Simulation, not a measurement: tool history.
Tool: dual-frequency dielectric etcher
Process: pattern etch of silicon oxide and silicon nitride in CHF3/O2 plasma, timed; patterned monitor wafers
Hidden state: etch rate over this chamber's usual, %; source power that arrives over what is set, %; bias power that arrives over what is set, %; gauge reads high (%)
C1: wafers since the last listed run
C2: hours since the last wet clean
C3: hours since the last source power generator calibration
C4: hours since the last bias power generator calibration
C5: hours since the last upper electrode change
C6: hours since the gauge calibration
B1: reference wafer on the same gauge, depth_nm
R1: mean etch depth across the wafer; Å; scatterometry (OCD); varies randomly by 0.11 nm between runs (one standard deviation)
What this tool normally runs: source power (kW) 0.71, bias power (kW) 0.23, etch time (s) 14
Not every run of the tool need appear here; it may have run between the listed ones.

run 1 hour=0 | source_power_(kW)=0.71 bias_power_(kW)=0.23 etch_time_(s)=12 | C1=0 C2=169.8 C3=2026.9 C4=3329.4 C5=3689.6 C6=114.6 | B1=26.44 | R1=224.6
run 2 hour=9.6 | source_power_(kW)=0.71 bias_power_(kW)=0.23 etch_time_(s)=12 | C1=107 C2=179.4 C3=2036.5 C4=3339 C5=3699.2 C6=124.2 | B1=26.41 | R1=222.3
run 3 hour=25 | source_power_(kW)=0.71 bias_power_(kW)=0.23 etch_time_(s)=12 | C1=172 C2=194.8 C3=2051.9 C4=3354.4 C5=3714.6 C6=139.6 | B1=26.42 | R1=223.4
run 4 hour=40.6 | source_power_(kW)=0.71 bias_power_(kW)=0.23 etch_time_(s)=14 | C1=174 C2=210.4 C3=2067.5 C4=3370 C5=3730.2 C6=155.2 | B1=26.4 | R1=261.9
run 5 hour=56.1 | source_power_(kW)=0.71 bias_power_(kW)=0.23 etch_time_(s)=14 | C1=173 C2=225.9 C3=2083 C4=3385.5 C5=3745.7 C6=170.7 | B1=26.45 | R1=261.4
run 6 hour=66.1 | source_power_(kW)=0.84 bias_power_(kW)=0.265 etch_time_(s)=14 | C1=112 C2=235.9 C3=2093 C4=3395.5 C5=3755.7 C6=180.7 | B1=26.39 | R1=298
run 7 hour=83.2 | source_power_(kW)=0.84 bias_power_(kW)=0.265 etch_time_(s)=14 | C1=191 C2=253 C3=2110.1 C4=3412.6 C5=3772.8 C6=197.8 | B1=26.42 | R1=297
run 8 hour=91.9 | source_power_(kW)=0.71 bias_power_(kW)=0.23 etch_time_(s)=14 | C1=97 C2=261.7 C3=2118.8 C4=3421.3 C5=3781.5 C6=206.5 | B1=26.41 | R1=264.1
run 9 hour=106.2 | source_power_(kW)=0.71 bias_power_(kW)=0.23 etch_time_(s)=14 | C1=160 C2=276 C3=2133.1 C4=3435.6 C5=3795.8 C6=220.8 | B1=26.39 | R1=263.2
run 10 hour=113.7 | source_power_(kW)=0.71 bias_power_(kW)=0.196 etch_time_(s)=14 | C1=84 C2=283.5 C3=2140.6 C4=3443.1 C5=3803.3 C6=228.3 | B1=26.4 | R1=246.8
-- hour=136.4 gauge calibrated
-- hour=142.4 upper electrode replaced, of another model than before
run 11 hour=142.9 | source_power_(kW)=0.71 bias_power_(kW)=0.196 etch_time_(s)=14 | C1=58 C2=312.7 C3=2169.8 C4=3472.3 C5=0.5 C6=6.5 | B1=26.39 | R1=238.7
run 12 hour=143.3 | source_power_(kW)=0.71 bias_power_(kW)=0.23 etch_time_(s)=14 | C1=4 C2=313.1 C3=2170.2 C4=3472.7 C5=0.9 C6=6.9 | B1=26.39 | R1=261.7
run 13 hour=143.6 | source_power_(kW)=0.71 bias_power_(kW)=0.23 etch_time_(s)=14 | C1=3 C2=313.4 C3=2170.5 C4=3473 C5=1.2 C6=7.2 | B1=26.4 | R1=265
run 14 hour=172.4 | source_power_(kW)=0.57 bias_power_(kW)=0.249 etch_time_(s)=11 | C1=322 C2=342.2 C3=2199.3 C4=3501.8 C5=30 C6=36 | B1=26.4 | R1=191.2
run 15 hour=183.7 | source_power_(kW)=0.71 bias_power_(kW)=0.23 etch_time_(s)=14 | C1=126 C2=353.5 C3=2210.6 C4=3513.1 C5=41.3 C6=47.3 | B1=26.39 | R1=264.7
run 16 hour=199.2 | source_power_(kW)=0.78 bias_power_(kW)=0.173 etch_time_(s)=14 | C1=173 C2=369 C3=2226.1 C4=3528.6 C5=56.8 C6=62.8 | B1=26.37 | R1=232.3
-- hour=209.9 bias power generator calibrated
-- hour=227.1 wet clean of the chamber
run 17 hour=227.6 | source_power_(kW)=0.84 bias_power_(kW)=0.23 etch_time_(s)=14 | C1=80 C2=0.5 C3=2254.5 C4=17.7 C5=85.2 C6=91.2 | B1=26.41 | R1=282.8
run 18 hour=227.9 | source_power_(kW)=0.54 bias_power_(kW)=0.181 etch_time_(s)=12 | C1=3 C2=0.8 C3=2254.8 C4=18 C5=85.5 C6=91.5 | B1=26.44 | R1=158.5
-- hour=242.1 source power generator calibrated
run 19 hour=248.7 | source_power_(kW)=0.83 bias_power_(kW)=0.288 etch_time_(s)=10.5 | C1=188 C2=21.6 C3=6.6 C4=38.8 C5=106.3 C6=112.3 | B1=26.39 | R1=238.1
run 20 hour=262.8 | source_power_(kW)=0.79 bias_power_(kW)=0.191 etch_time_(s)=16 | C1=158 C2=35.7 C3=20.7 C4=52.9 C5=120.4 C6=126.4 | B1=26.43 | R1=279
run 21 hour=279.1 | source_power_(kW)=0.64 bias_power_(kW)=0.248 etch_time_(s)=14 | C1=182 C2=52 C3=37 C4=69.2 C5=136.7 C6=142.7 | B1=26.37 | R1=253.8
run 22 hour=294.6 | source_power_(kW)=0.71 bias_power_(kW)=0.23 etch_time_(s)=14 | C1=173 C2=67.5 C3=52.5 C4=84.7 C5=152.2 C6=158.2 | B1=26.39 | R1=256.9
run 23 hour=303.9 | source_power_(kW)=0.64 bias_power_(kW)=0.26 etch_time_(s)=12 | C1=104 C2=76.8 C3=61.8 C4=94 C5=161.5 C6=167.5 | B1=26.39 | R1=225.2

Forecast each of these 5 alternatives for the next run:
run A hour=304.3 | source_power_(kW)=0.71 bias_power_(kW)=0.23 etch_time_(s)=14 | C1=4 C2=77.2 C3=62.2 C4=94.4 C5=161.9 C6=167.9 | B1=? | R1=?
run B hour=304.3 | source_power_(kW)=0.57 bias_power_(kW)=0.195 etch_time_(s)=14 | C1=4 C2=77.2 C3=62.2 C4=94.4 C5=161.9 C6=167.9 | B1=? | R1=?
run C hour=304.3 | source_power_(kW)=0.71 bias_power_(kW)=0.19 etch_time_(s)=14 | C1=4 C2=77.2 C3=62.2 C4=94.4 C5=161.9 C6=167.9 | B1=? | R1=?
run D hour=304.3 | source_power_(kW)=0.59 bias_power_(kW)=0.282 etch_time_(s)=14 | C1=4 C2=77.2 C3=62.2 C4=94.4 C5=161.9 C6=167.9 | B1=? | R1=?
run E hour=304.3 | source_power_(kW)=0.86 bias_power_(kW)=0.204 etch_time_(s)=15.5 | C1=4 C2=77.2 C3=62.2 C4=94.4 C5=161.9 C6=167.9 | B1=? | R1=?

run=A B1=26.4 R1=258.5
run=B B1=26.4 R1=203.7
run=C B1=26.4 R1=228.8
run=D B1=26.4 R1=261.7
run=E B1=26.4 R1=295
With no hidden state in the tool, these same runs would have given:
run=A R1=256.8
run=B R1=202.3
run=C R1=227.3
run=D R1=260
run=E R1=293.1
